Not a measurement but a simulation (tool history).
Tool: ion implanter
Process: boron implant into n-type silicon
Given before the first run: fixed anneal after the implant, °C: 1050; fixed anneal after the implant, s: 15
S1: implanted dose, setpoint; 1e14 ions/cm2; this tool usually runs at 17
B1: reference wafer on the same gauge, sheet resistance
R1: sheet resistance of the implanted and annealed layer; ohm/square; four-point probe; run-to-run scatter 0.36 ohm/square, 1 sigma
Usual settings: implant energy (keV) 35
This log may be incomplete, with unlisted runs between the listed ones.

{"run": 1, "hour": 0.0, "S1": 17, "implant energy (keV)": 35, "B1": 61.29, "R1": 73.86}
{"run": 2, "hour": 42.3, "S1": 17, "implant energy (keV)": 35, "B1": 61.3, "R1": 74.26}
{"run": 3, "hour": 101.6, "S1": 17, "implant energy (keV)": 35, "B1": 61.33, "R1": 73.69}
{"run": 4, "hour": 163.9, "S1": 17, "implant energy (keV)": 35, "B1": 61.27, "R1": 74.04}
{"run": 5, "hour": 223.2, "S1": 17, "implant energy (keV)": 35, "B1": 61.3, "R1": 74.25}
{"run": 6, "hour": 285.8, "S1": 15.01, "implant energy (keV)": 35, "B1": 61.29, "R1": 82.75}
{"hour": 321.9, "done": "extraction supply calibrated"}
{"run": 7, "hour": 355.9, "S1": 15.01, "implant energy (keV)": 35, "B1": 61.37, "R1": 83.15}
{"hour": 389.5, "done": "Faraday cup replaced and dose calibrated"}
{"run": 8, "hour": 396.3, "S1": 15.01, "implant energy (keV)": 35, "B1": 61.33, "R1": 78.87}
{"run": 9, "hour": 421.9, "S1": 17, "implant energy (keV)": 35, "B1": 61.3, "R1": 70.44}
{"run": 10, "hour": 484.8, "S1": 12.5, "implant energy (keV)": 29, "B1": 61.36, "R1": 93.81}
{"run": 11, "hour": 527.7, "S1": 12.58, "implant energy (keV)": 31, "B1": 61.26, "R1": 92.95}
{"run": 12, "hour": 560.8, "S1": 20.98, "implant energy (keV)": 40, "B1": 61.29, "R1": 57.81}
{"hour": 560.9, "done": "gauge calibrated"}
{"run": 13, "hour": 607.4, "S1": 18.61, "implant energy (keV)": 44.5, "B1": 61.27, "R1": 63.85}
{"run": 14, "hour": 670.8, "S1": 14.92, "implant energy (keV)": 25, "B1": 61.35, "R1": 81.63}
{"run": 15, "hour": 737.9, "S1": 21.19, "implant energy (keV)": 35, "B1": 61.27, "R1": 58.95}
{"run": 16, "hour": 788.5, "S1": 17, "implant energy (keV)": 35, "B1": 61.29, "R1": 71}
{"run": 17, "hour": 851.6, "S1": 19.63, "implant energy (keV)": 45, "B1": 61.3, "R1": 61.29}
{"run": 18, "hour": 886.8, "S1": 12.58, "implant energy (keV)": 31, "B1": 61.22, "R1": 93.39}
{"run": 19, "hour": 919.3, "S1": 14.65, "implant energy (keV)": 35, "B1": 61.3, "R1": 81.44}

Branching from run 19: 5 alternative next runs. What would each branch give?
{"run": "A", "hour": 919.7, "S1": 17, "implant energy (keV)": 35, "B1": "?", "R1": "?"}
{"run": "B", "hour": 919.7, "S1": 21.61, "implant energy (keV)": 30.5, "B1": "?", "R1": "?"}
{"run": "C", "hour": 919.7, "S1": 17, "implant energy (keV)": 39, "B1": "?", "R1": "?"}
{"run": "D", "hour": 919.7, "S1": 13.45, "implant energy (keV)": 35, "B1": "?", "R1": "?"}
{"run": "E", "hour": 919.7, "S1": 14.4, "implant energy (keV)": 25, "B1": "?", "R1": "?"}

run=A B1=61.32 R1=70.9
run=B B1=61.32 R1=59.08
run=C B1=61.32 R1=70.3
run=D B1=61.32 R1=86.94
run=E B1=61.32 R1=84.09
Without the tool's hidden state the same runs would have given:
run=A R1=70.78
run=B R1=59
run=C R1=70.18
run=D R1=86.79
run=E R1=83.94

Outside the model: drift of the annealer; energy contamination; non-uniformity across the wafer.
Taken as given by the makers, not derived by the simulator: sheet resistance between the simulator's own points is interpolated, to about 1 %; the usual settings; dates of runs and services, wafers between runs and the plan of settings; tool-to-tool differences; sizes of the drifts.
